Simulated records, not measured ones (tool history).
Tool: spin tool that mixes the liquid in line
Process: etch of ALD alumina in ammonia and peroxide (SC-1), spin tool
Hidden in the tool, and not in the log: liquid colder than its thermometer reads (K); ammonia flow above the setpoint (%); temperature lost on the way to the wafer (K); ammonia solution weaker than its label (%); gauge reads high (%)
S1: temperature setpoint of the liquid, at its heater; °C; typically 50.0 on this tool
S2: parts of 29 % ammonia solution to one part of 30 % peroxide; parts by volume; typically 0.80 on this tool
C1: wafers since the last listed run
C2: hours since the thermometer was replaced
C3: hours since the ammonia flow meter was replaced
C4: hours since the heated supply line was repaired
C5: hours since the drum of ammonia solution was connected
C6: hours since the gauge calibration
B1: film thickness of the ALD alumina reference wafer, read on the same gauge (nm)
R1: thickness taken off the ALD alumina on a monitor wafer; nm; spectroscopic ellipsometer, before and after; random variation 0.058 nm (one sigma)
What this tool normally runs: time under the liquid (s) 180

Run 1, hour 0.0: usual settings; C1 0; C2 364.0; C3 1226.5; C4 2240.8; C5 777.4; C6 573.9; B1 129.98. Result: R1 9.68 nm.
At hour 7.5: new drum of ammonia solution connected.
Run 2, hour 25.1: usual settings but time under the liquid (s) 155; C1 121; C2 389.1; C3 1251.6; C4 2265.9; C5 17.6; C6 599.0; B1 130.02. Result: R1 8.43 nm.
Run 3, hour 76.7: usual settings but time under the liquid (s) 215; C1 259; C2 440.7; C3 1303.2; C4 2317.5; C5 69.2; C6 650.6; B1 129.98. Result: R1 11.61 nm.
Run 4, hour 136.3: usual settings but time under the liquid (s) 215; C1 299; C2 500.3; C3 1362.8; C4 2377.1; C5 128.8; C6 710.2; B1 129.99. Result: R1 11.54 nm.
Run 5, hour 182.2: usual settings but time under the liquid (s) 215; C1 230; C2 546.2; C3 1408.7; C4 2423.0; C5 174.7; C6 756.1; B1 129.96. Result: R1 11.49 nm.
Run 6, hour 206.6: usual settings; C1 122; C2 570.6; C3 1433.1; C4 2447.4; C5 199.1; C6 780.5; B1 129.99. Result: R1 9.71 nm.
At hour 234.3: heated supply line repaired.
Run 7, hour 312.0: usual settings; C1 524; C2 676.0; C3 1538.5; C4 77.7; C5 304.5; C6 885.9; B1 130.00. Result: R1 9.75 nm.
Run 8, hour 342.3: usual settings; C1 152; C2 706.3; C3 1568.8; C4 108.0; C5 334.8; C6 916.2; B1 130.00. Result: R1 9.66 nm.
Run 9, hour 406.4: usual settings; C1 321; C2 770.4; C3 1632.9; C4 172.1; C5 398.9; C6 980.3; B1 129.96. Result: R1 9.66 nm.
Run 10, hour 438.8: usual settings; C1 162; C2 802.8; C3 1665.3; C4 204.5; C5 431.3; C6 1012.7; B1 129.96. Result: R1 9.62 nm.
Run 11, hour 484.8: usual settings but time under the liquid (s) 140; C1 230; C2 848.8; C3 1711.3; C4 250.5; C5 477.3; C6 1058.7; B1 130.00. Result: R1 7.45 nm.
Run 12, hour 539.6: usual settings; C1 275; C2 903.6; C3 1766.1; C4 305.3; C5 532.1; C6 1113.5; B1 130.02. Result: R1 9.61 nm.
At hour 545.8: gauge calibrated.
At hour 580.4: thermometer replaced.
Run 13, hour 597.8: usual settings but S1 55.5 °C; C1 287; C2 17.4; C3 1824.3; C4 363.5; C5 590.3; C6 52.0; B1 129.99. Result: R1 13.25 nm.
Run 14, hour 622.2: usual settings; C1 122; C2 41.8; C3 1848.7; C4 387.9; C5 614.7; C6 76.4; B1 129.99. Result: R1 9.81 nm.
Run 15, hour 649.1: usual settings but S2 0.90 parts by volume; C1 135; C2 68.7; C3 1875.6; C4 414.8; C5 641.6; C6 103.3; B1 129.97. Result: R1 9.80 nm.
Run 16, hour 676.1: usual settings but S2 0.45 parts by volume; C1 135; C2 95.7; C3 1902.6; C4 441.8; C5 668.6; C6 130.3; B1 130.04. Result: R1 9.27 nm.
Run 17, hour 720.3: usual settings but S1 47.0 °C; C1 221; C2 139.9; C3 1946.8; C4 486.0; C5 712.8; C6 174.5; B1 129.99. Result: R1 8.33 nm.
At hour 766.5: new drum of ammonia solution connected.
Run 18, hour 791.9: usual settings but S1 44.0 °C, time under the liquid (s) 75; C1 354; C2 211.5; C3 2018.4; C4 557.6; C5 25.4; C6 246.1; B1 130.00. Result: R1 2.92 nm.
At hour 827.7: ammonia flow meter replaced.
Run 19, hour 842.0: usual settings but S1 54.0 °C, S2 0.60 parts by volume, time under the liquid (s) 215; C1 246; C2 261.6; C3 14.3; C4 607.7; C5 75.5; C6 296.2; B1 130.00. Result: R1 13.98 nm.
Run 20, hour 896.6: usual settings but S1 41.5 °C, S2 1.20 parts by volume, time under the liquid (s) 80; C1 274; C2 316.2; C3 68.9; C4 662.3; C5 130.1; C6 350.8; B1 130.03. Result: R1 2.80 nm.
Run 21, hour 946.4: usual settings but S1 45.5 °C, S2 0.50 parts by volume, time under the liquid (s) 265; C1 250; C2 366.0; C3 118.7; C4 712.1; C5 179.9; C6 400.6; B1 129.99. Result: R1 10.65 nm.
Run 22, hour 973.9: usual settings but S1 56.5 °C, S2 1.15 parts by volume, time under the liquid (s) 90; C1 138; C2 393.5; C3 146.2; C4 739.6; C5 207.4; C6 428.1; B1 129.97. Result: R1 7.13 nm.
Run 23, hour 999.9: usual settings but S1 43.5 °C; C1 130; C2 419.5; C3 172.2; C4 765.6; C5 233.4; C6 454.1; B1 130.02. Result: R1 6.72 nm.

For run 24, what comes out?
Run 24, hour 1083.9: usual settings but S2 0.95 parts by volume, time under the liquid (s) 220; C1 421; C2 503.5; C3 256.2; C4 849.6; C5 317.4; C6 538.1; B1 ?. Result: R1 ?.

B1: 129.96
R1: 12.12 nm
On a tool with no hidden condition, and with the same random variation, this run would have come out at R1 12.31 nm.
